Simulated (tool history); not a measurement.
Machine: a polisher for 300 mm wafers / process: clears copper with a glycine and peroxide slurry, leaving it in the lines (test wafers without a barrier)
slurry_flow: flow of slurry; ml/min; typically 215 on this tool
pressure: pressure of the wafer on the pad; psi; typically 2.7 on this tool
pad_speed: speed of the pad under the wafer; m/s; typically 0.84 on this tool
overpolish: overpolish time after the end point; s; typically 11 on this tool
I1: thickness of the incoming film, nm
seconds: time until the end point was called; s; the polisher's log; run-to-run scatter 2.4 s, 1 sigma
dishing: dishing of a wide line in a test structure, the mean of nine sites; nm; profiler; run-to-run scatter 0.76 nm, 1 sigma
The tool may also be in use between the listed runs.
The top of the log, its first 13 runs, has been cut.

Run 14, hour 330.6: usual settings; I1 737.1. Result: seconds 154.9 s, dishing 33.9 nm.
Run 15, hour 346: usual settings; I1 758.1. Result: seconds 155.8 s, dishing 34.5 nm.
Run 16, hour 370.4: usual settings; I1 766.5. Result: seconds 161 s, dishing 32.9 nm.
Run 17, hour 388.3: usual settings but slurry_flow 140 ml/min; I1 758.9. Result: seconds 176.9 s, dishing 32 nm.
At hour 398.4: head pressure recalibrated.
Run 18, hour 437.4: usual settings but slurry_flow 265 ml/min, pressure 3.5 psi; I1 740.3. Result: seconds 128.7 s, dishing 40.1 nm.
Run 19, hour 453.4: usual settings but slurry_flow 180 ml/min, pressure 3 psi, overpolish 17 s; I1 748.3. Result: seconds 150.7 s, dishing 50.1 nm.
Run 20, hour 484.8: usual settings but slurry_flow 275 ml/min, pressure 2 psi, pad_speed 0.98 m/s, overpolish 4 s; I1 749.4. Result: seconds 182.3 s, dishing 11.4 nm.
At hour 492.4: worn pad replaced by a new one.
Run 21, hour 507.4: usual settings but slurry_flow 265 ml/min, pressure 2.1 psi, pad_speed 1.08 m/s; I1 750.4. Result: seconds 152.9 s, dishing 35.7 nm.
Run 22, hour 522.1: usual settings but slurry_flow 195 ml/min, pressure 3.3 psi, pad_speed 0.98 m/s, overpolish 14 s; I1 757.9. Result: seconds 118.4 s, dishing 52.1 nm.
Run 23, hour 551.8: usual settings; I1 747.6. Result: seconds 149.1 s, dishing 34.9 nm.

Run 24 has not been measured yet. What should we expect?
Run 24, hour 574: usual settings; I1 743.1. Result: seconds ?, dishing ?.

{"run 24": {"seconds": 148.3, "dishing": 34.4}}
With no hidden state in the tool, this same run would have given seconds 141.7 s, dishing 35.8 nm.
